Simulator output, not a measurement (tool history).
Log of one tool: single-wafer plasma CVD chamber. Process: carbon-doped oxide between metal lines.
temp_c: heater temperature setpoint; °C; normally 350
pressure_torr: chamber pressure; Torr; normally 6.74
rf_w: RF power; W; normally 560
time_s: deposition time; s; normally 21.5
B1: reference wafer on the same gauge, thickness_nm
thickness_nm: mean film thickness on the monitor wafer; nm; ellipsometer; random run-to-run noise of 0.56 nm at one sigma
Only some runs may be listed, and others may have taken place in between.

run 1 hour=0 | temp_c=350 pressure_torr=6.74 rf_w=560 time_s=21.5 | B1=96.69 | thickness_nm=113.222
run 2 hour=71 | temp_c=339 pressure_torr=6.74 rf_w=560 time_s=21.5 | B1=96.959 | thickness_nm=116.777
run 3 hour=132.2 | temp_c=353 pressure_torr=7.64 rf_w=560 time_s=21.5 | B1=97.032 | thickness_nm=113.315
run 4 hour=173.1 | temp_c=353 pressure_torr=7.64 rf_w=560 time_s=21.5 | B1=96.781 | thickness_nm=113.089
run 5 hour=223 | temp_c=353 pressure_torr=7.64 rf_w=560 time_s=21.5 | B1=97.062 | thickness_nm=114.039
run 6 hour=273.2 | temp_c=350 pressure_torr=6.74 rf_w=560 time_s=21.5 | B1=97.31 | thickness_nm=112.975
-- hour=330.5 thermocouple changed; heater temperature recalibrated
run 7 hour=335.3 | temp_c=350 pressure_torr=6.74 rf_w=560 time_s=21.5 | B1=96.69 | thickness_nm=111.687
run 8 hour=392.2 | temp_c=350 pressure_torr=6.74 rf_w=560 time_s=21.5 | B1=96.958 | thickness_nm=112.07
-- hour=399 gauge calibrated
run 9 hour=433.5 | temp_c=350 pressure_torr=6.74 rf_w=560 time_s=21.5 | B1=97.188 | thickness_nm=112.628
run 10 hour=462.9 | temp_c=350 pressure_torr=7.77 rf_w=560 time_s=21.5 | B1=97.048 | thickness_nm=114.047
run 11 hour=502.2 | temp_c=350 pressure_torr=7.77 rf_w=560 time_s=21.5 | B1=96.906 | thickness_nm=115.118
-- hour=538.3 capacitance manometer re-zeroed and calibrated
run 12 hour=558.2 | temp_c=337 pressure_torr=6.74 rf_w=560 time_s=25 | B1=96.999 | thickness_nm=136.254
run 13 hour=610.4 | temp_c=350 pressure_torr=6.74 rf_w=560 time_s=21.5 | B1=97.04 | thickness_nm=113.263
run 14 hour=657.3 | temp_c=350 pressure_torr=6.74 rf_w=560 time_s=21.5 | B1=97.154 | thickness_nm=111.698
-- hour=699 RF generator calibrated
run 15 hour=706.7 | temp_c=350 pressure_torr=6.74 rf_w=560 time_s=25.7 | B1=97.225 | thickness_nm=131.547
run 16 hour=739.5 | temp_c=342 pressure_torr=5.82 rf_w=490 time_s=21.5 | B1=96.954 | thickness_nm=104.537
-- hour=760.9 showerhead replaced
run 17 hour=783.6 | temp_c=340 pressure_torr=8.04 rf_w=560 time_s=20.3 | B1=96.985 | thickness_nm=109.177
run 18 hour=847.3 | temp_c=350 pressure_torr=5.48 rf_w=520 time_s=18.3 | B1=97.069 | thickness_nm=86.952
-- hour=867 RF generator calibrated, repeated, since the last time left the tool worse
run 19 hour=917.3 | temp_c=358 pressure_torr=6.74 rf_w=485 time_s=21.5 | B1=96.939 | thickness_nm=105.839

Run 20, settings as shown, results not yet in. Your forecast:
run 20 hour=942.8 | temp_c=350 pressure_torr=5.61 rf_w=495 time_s=21.5 | B1=? | thickness_nm=?

Run 20 gave B1 97.104, thickness_nm 104.296 nm.
If the tool had no hidden condition, the same run with the same run-to-run variation would have returned thickness_nm 104.576 nm.

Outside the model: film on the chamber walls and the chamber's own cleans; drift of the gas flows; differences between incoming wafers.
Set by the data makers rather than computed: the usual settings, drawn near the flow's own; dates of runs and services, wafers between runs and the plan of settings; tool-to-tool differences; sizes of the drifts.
